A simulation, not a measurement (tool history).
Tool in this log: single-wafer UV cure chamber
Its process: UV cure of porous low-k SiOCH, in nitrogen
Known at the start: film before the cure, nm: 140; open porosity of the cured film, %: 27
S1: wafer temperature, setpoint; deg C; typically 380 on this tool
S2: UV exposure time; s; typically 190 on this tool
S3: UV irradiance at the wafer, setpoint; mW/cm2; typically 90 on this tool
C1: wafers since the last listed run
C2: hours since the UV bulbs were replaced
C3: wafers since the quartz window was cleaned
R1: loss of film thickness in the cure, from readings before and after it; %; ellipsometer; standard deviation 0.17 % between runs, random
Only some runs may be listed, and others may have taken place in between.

run    hour   S1   S2   S3    C1      C2    C3      R1
  1     0.0  380  190   90     0  1435.1  2427  12.643
  2    62.3  380  230   90   529  1497.4  2956  13.508
  3   169.5  380  230   90   910  1604.6  3867  12.751
      200.5  -- quartz window cleaned
  4   248.7  380  230   90   605  1683.8   409  13.554
  5   330.6  380  190   90   695  1765.7  1105  12.664
  6   381.6  380  190   90   433  1816.7  1539  12.805
  7   439.9  380  190   90   495  1875.0  2034  12.626
  8   515.0  380  190   90   638  1950.1  2672  12.316
  9   636.6  380  190   90  1033  2071.7  3705  11.907
      724.7  -- quartz window cleaned
 10   730.8  380  190   90   732  2165.9    52  12.878
 11   837.6  380  190   90   907  2272.7   959  12.887
     1054.0  -- UV bulbs replaced
 12  1107.5  380  190   90  2225    53.5  3185  12.854
     1162.4  -- quartz window cleaned
 13  1170.3  396  190   90   465   116.3    67  13.919
 14  1238.1  380  190   90   576   184.1   643  13.548
 15  1335.0  362  220   90   823   281.0  1466  13.700
 16  1418.0  390  230   72   705   364.0  2171  13.013
 17  1496.5  380  190  127   667   442.5  2839  14.467

Run 18, settings as shown, results not yet in. Your forecast:
 18  1597.5  387  190  102  858  543.5  3697   ?

R1: 13.300 %
The same run, on a tool lacking any hidden state, would have yielded R1 14.677 %.
